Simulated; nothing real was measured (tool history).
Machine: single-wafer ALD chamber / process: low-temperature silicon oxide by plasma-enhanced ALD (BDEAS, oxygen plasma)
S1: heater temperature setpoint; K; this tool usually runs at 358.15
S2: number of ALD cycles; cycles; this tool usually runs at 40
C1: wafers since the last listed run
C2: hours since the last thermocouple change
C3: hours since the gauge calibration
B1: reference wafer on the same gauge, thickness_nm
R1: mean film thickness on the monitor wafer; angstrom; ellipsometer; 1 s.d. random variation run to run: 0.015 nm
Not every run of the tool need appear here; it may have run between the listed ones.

Run 1, hour 0: usual settings but S2 43 cycles; C1 0; C2 1415.1; C3 311; B1 5.408. Result: R1 63.95 angstrom.
Run 2, hour 44.6: usual settings; C1 364; C2 1459.7; C3 355.6; B1 5.414. Result: R1 59.77 angstrom.
Run 3, hour 76.1: usual settings; C1 257; C2 1491.2; C3 387.1; B1 5.418. Result: R1 59.74 angstrom.
Run 4, hour 110.4: usual settings; C1 280; C2 1525.5; C3 421.4; B1 5.422. Result: R1 59.52 angstrom.
Run 5, hour 193.7: usual settings; C1 681; C2 1608.8; C3 504.7; B1 5.435. Result: R1 60.1 angstrom.
Run 6, hour 225.3: usual settings; C1 258; C2 1640.4; C3 536.3; B1 5.433. Result: R1 60 angstrom.
Run 7, hour 275: usual settings but S2 46 cycles; C1 406; C2 1690.1; C3 586; B1 5.448. Result: R1 69.07 angstrom.
Run 8, hour 328.9: usual settings but S1 369.15 K, S2 32 cycles; C1 441; C2 1744; C3 639.9; B1 5.453. Result: R1 46.52 angstrom.
Run 9, hour 369.8: usual settings but S1 372.15 K, S2 46 cycles; C1 334; C2 1784.9; C3 680.8; B1 5.462. Result: R1 66.06 angstrom.
Run 10, hour 441.4: usual settings; C1 585; C2 1856.5; C3 752.4; B1 5.481. Result: R1 60.85 angstrom.
At hour 451: gauge calibrated.
Run 11, hour 478.6: usual settings; C1 304; C2 1893.7; C3 27.6; B1 5.412. Result: R1 59.63 angstrom.
At hour 529.3: thermocouple changed; heater temperature recalibrated.
Run 12, hour 539.5: usual settings; C1 432; C2 10.2; C3 88.5; B1 5.412. Result: R1 59.78 angstrom.
Run 13, hour 611.4: usual settings but S1 346.15 K, S2 35 cycles; C1 588; C2 82.1; C3 160.4; B1 5.415. Result: R1 54.46 angstrom.
Run 14, hour 650: usual settings but S1 367.15 K, S2 44 cycles; C1 315; C2 120.7; C3 199; B1 5.418. Result: R1 63.91 angstrom.
Run 15, hour 716.8: usual settings but S2 34 cycles; C1 546; C2 187.5; C3 265.8; B1 5.425. Result: R1 51.05 angstrom.

For each entry between runs, how does the tool's hidden state at the last listed run before it compare with that at the first listed run after it?
Runs 10 to 11: gauge calibrated (hour 451)
  gauge reads high (%): 1.44 -> 0.217
  measured result minus the result with no hidden state, R1: +0.86 -> +0.13 angstrom
Runs 11 to 12: thermocouple changed; heater temperature recalibrated (hour 529.3)
  gauge reads high (%): 0.217 -> 0.235
  measured result minus the result with no hidden state, R1: +0.13 -> +0.14 angstrom
